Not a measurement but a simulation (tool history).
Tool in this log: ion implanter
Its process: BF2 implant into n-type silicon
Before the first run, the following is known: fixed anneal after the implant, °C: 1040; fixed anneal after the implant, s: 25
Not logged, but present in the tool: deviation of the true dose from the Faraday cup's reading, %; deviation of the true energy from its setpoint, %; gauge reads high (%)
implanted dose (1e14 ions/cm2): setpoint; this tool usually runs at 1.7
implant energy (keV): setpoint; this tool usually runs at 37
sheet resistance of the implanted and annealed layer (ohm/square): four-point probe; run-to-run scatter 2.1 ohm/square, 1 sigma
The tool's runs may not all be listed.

run	hour	implanted dose (1e14 ions/cm2)	implant energy (keV)	wafers since the last listed run	hours since the last dose calibration	hours since the extraction supply was calibrated	hours since the gauge calibration	read-back reference wafer on the same gauge, sheet resistance	sheet resistance of the implanted and annealed layer (ohm/square)
1	0	1.7	37	0	165.6	5529.1	707.7	637.15	561.29
2	26.3	1.7	37	396	191.9	5555.4	734	636.48	561.22
3	96.6	1.7	37	1060	262.2	5625.7	804.3	636.58	563.21
4	143.2	1.7	37	703	308.8	5672.3	850.9	636.92	562.69
5	212.5	1.7	43	1045	378.1	5741.6	920.2	634.54	549.02
6	259	1.49	37	701	424.6	5788.1	966.7	635.89	625.47
7	302.5	1.49	37	656	468.1	5831.6	1010.2	636.77	626.96
8	362	1.49	37	897	527.6	5891.1	1069.7	635.44	624.97
9	431.4	1.7	37	1047	597	5960.5	1139.1	636.09	558.41
# hour 503.5: Faraday cup replaced and dose calibrated
10	607.2	1.31	37	2531	103.7	6136.3	1314.9	636.21	697.66
11	674	1.7	29	1007	170.5	6203.1	1381.7	634.47	579.14
# hour 719.3: extraction supply calibrated
12	729.8	1.7	29	721	226.3	10.5	1437.5	636.11	572.62
13	781.7	1.7	37	783	278.2	62.4	1489.4	634.4	563.81
14	818	1.7	37	547	314.5	98.7	1525.7	634.41	562.14
15	855.7	1.7	37	568	352.2	136.4	1563.4	635.96	561.87
16	910.6	1.7	37	828	407.1	191.3	1618.3	636.33	562.22
17	955.8	2.11	24	681	452.3	236.5	1663.5	635.33	493.23
# hour 962.7: gauge calibrated
18	994	1.28	46	576	490.5	274.7	31.3	636.29	694.93
19	1030.4	1.7	25	549	526.9	311.1	67.7	635.07	587.78
20	1063.6	1.22	37	500	560.1	344.3	100.9	635	736.5
21	1118	1.49	37	820	614.5	398.7	155.3	635.96	626.3
22	1148.5	2.02	43	460	645	429.2	185.8	636.1	476.42
23	1202.7	1.7	37	817	699.2	483.4	240	635.73	564.44
24	1240.7	1.7	37	573	737.2	521.4	278	637.02	559.81
# hour 1271: Faraday cup replaced and dose calibrated
25	1285.5	1.7	47	555	14.5	566.2	322.8	635.56	544.28
26	1336.7	1.23	31	772	65.7	617.4	374	635.55	748.91
27	1385	1.27	37	728	114	665.7	422.3	636.79	713.28
28	1418.5	1.7	37	505	147.5	699.2	455.8	635.63	564.17
29	1442.9	2.04	47.5	368	171.9	723.6	480.2	635.76	468.2
30	1470.5	1.27	26	416	199.5	751.2	507.8	636	747.74

5 options for the next run, each taken on its own from the tool as it stands now. Forecast them:
A	1470.9	1.7	32.5	6	199.9	751.6	508.2	?	?
B	1470.9	2.02	37	6	199.9	751.6	508.2	?	?
C	1470.9	1.38	33.5	6	199.9	751.6	508.2	?	?
D	1470.9	1.56	46.5	6	199.9	751.6	508.2	?	?
E	1470.9	1.49	47	6	199.9	751.6	508.2	?	?

run	read-back reference wafer on the same gauge, sheet resistance	sheet resistance of the implanted and annealed layer (ohm/square)
A	635.22	570.21
B	635.22	486.76
C	635.22	675.22
D	635.22	587.21
E	635.22	609.07
Without the tool's hidden state the same runs would have given:
run	sheet resistance of the implanted and annealed layer (ohm/square)
A	570.21
B	486.76
C	675.22
D	587.21
E	609.07

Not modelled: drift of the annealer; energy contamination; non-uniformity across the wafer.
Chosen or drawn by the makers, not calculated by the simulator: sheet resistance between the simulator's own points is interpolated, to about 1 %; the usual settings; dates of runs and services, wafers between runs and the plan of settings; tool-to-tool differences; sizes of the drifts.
